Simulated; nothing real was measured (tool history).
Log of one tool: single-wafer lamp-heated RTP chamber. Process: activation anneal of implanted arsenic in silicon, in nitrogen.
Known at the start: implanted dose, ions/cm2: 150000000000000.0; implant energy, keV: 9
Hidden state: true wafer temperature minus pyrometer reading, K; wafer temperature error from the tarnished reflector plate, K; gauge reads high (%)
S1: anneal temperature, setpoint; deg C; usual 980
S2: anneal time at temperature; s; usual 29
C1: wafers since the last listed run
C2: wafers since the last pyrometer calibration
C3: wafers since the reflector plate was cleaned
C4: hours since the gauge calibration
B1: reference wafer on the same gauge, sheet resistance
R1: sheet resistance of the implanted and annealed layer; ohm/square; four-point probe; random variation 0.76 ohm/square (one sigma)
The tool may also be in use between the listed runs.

run    hour    S1  S2    C1    C2    C3      C4      B1      R1
  1       0   980  42     0  1940  5600     424  576.43  505.57
  2    54.9   989  22   874  2814  6474   478.9   576.6  508.16
  3   134.7   989  22  1270  4085  7745   558.7  576.23  508.44
      151.5  -- reflector plate cleaned
  4   209.4   980  29  1062  5147   921   633.4  575.95  505.24
  5   307.5   980  29  1562  6709  2483   731.5  575.87  504.84
  6   385.3   980  29  1238  7948  3722   809.3  575.32  507.05
      421.6  -- pyrometer window cleaned and pyrometer calibrated
  7   436.1   992  29   681   230  4404   860.1   575.3  503.43
  8   520.7   992  29  1347  1578  5751   944.7  575.23  504.39
  9   602.4   980  29  1301  2879  7052  1026.4  574.77  505.38
 10   690.7   980  17  1406  4285  8459  1114.7  574.41  508.65
      715.9  -- reflector plate cleaned
 11   744.3   980  17   726  5011   452  1168.3  574.64  508.46
 12   785.6   980  39   657  5669  1109  1209.6  574.47  502.96
 13   887.5   980  39  1622  7292  2732  1311.5  573.86   503.3
 14   957.5   980  29  1114  8406  3847  1381.5  573.56  504.53
     1007.8  -- pyrometer window cleaned and pyrometer calibrated
 15  1047.4   957  37  1304   630  5151  1471.4  573.15  507.08
 16  1155.3   980  39  1718  2349  6869  1579.3  572.73  503.11
       1215  -- reflector plate cleaned
 17  1259.3   980  29  1528  3877   706  1683.3  572.69   504.5
 18  1311.2   967  29   826  4704  1532  1735.2  572.87  505.47
 19  1349.8   980  29   614  5319  2147  1773.8  572.42  503.33
 20  1422.2  1001  14  1152  6472  3300  1846.2  571.95  505.03
     1517.8  -- pyrometer window cleaned and pyrometer calibrated
 21  1527.4   980  29  1547   152  4848  1951.4  571.73  502.64
 22  1626.7   994  21  1581  1733  6429  2050.7  571.54  502.79
       1638  -- gauge calibrated
 23    1717   966  42  1438  3172  7867      79  578.53  509.81
       1779  -- reflector plate cleaned
 24  1934.2   962  42  3331  6503  2471   296.2  577.62  508.93
 25  1994.3  1010  45   957  7460  3428   356.3  577.52  496.13
     2018.9  -- pyrometer window cleaned and pyrometer calibrated
 26  2097.1   964  37  1509  1245  4937   459.1  577.34  509.26
 27  2167.8   999  45  1125  2371  6063   529.8  577.13  499.84
 28  2268.2   998  18  1598  3969  7662   630.2  576.86  505.87
 29  2330.2   991  13   987  4957  8650   692.2  576.77  510.74

3 ways to go on from here, each from the tool as it stands after run 29. What would each give?
  A  2330.6  970  29   6  4963  8656  692.6   ?   ?
  B  2330.6  951  29   6  4963  8656  692.6   ?   ?
  C  2330.6  956  29   6  4963  8656  692.6   ?   ?

run      B1      R1
  A  576.28  509.53
  B  576.28  512.13
  C  576.28   511.5
Without the tool's hidden state the same runs would have given:
run      R1
  A  510.79
  B   513.4
  C  512.77
